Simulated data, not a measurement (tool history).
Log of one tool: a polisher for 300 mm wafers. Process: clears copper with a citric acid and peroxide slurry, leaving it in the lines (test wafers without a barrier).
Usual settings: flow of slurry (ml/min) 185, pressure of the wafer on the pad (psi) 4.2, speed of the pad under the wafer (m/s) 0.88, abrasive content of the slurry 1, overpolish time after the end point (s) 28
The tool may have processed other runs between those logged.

run,hour,flow of slurry (ml/min),pressure of the wafer on the pad (psi),speed of the pad under the wafer (m/s),abrasive content of the slurry,overpolish time after the end point (s),"incoming thickness of the incoming film, nm",time until the end point was called (s)
1,0,185,4.2,0.88,0.8,28,364,154
2,56.9,185,4.2,0.88,1,36,362.7,149.1
3,104.8,185,4.2,0.88,1,36,357.9,144.6
# hour 137.1: head pressure recalibrated
4,152.9,185,4.2,0.88,1,36,365.7,149.6
5,216.1,185,5.3,0.88,1,28,358.7,122
6,268.5,185,4.2,0.88,1,28,364.5,154.1
# hour 283.3: slurry blender recalibrated
7,305.8,185,4.2,0.88,1,28,355.1,155.5
8,365.8,185,4.2,0.88,1,28,367.5,166.6
# hour 449: worn pad replaced by a new one
9,533.3,185,4.2,0.88,1,28,361.8,147.7
10,562,185,4.2,0.88,0.95,28,358.7,149.5
# hour 573.3: head pressure recalibrated
11,595.5,130,4.2,1.06,0.9,34,364.9,131.5
12,634.1,185,4.2,0.88,0.95,28,352.9,149.9
# hour 670: slurry blender recalibrated
13,670.5,155,2.8,0.88,1,28,356.4,223

Run 14 comes next. What will it give?
# hour 681.2: slurry nozzle cleaned
14,707.2,185,3.3,0.88,1,28,368.2,?

{"run 14": {"time until the end point was called (s)": 196.9}}
Minus the tool's unlogged condition, the same run would have read time until the end point was called (s) 187.4.
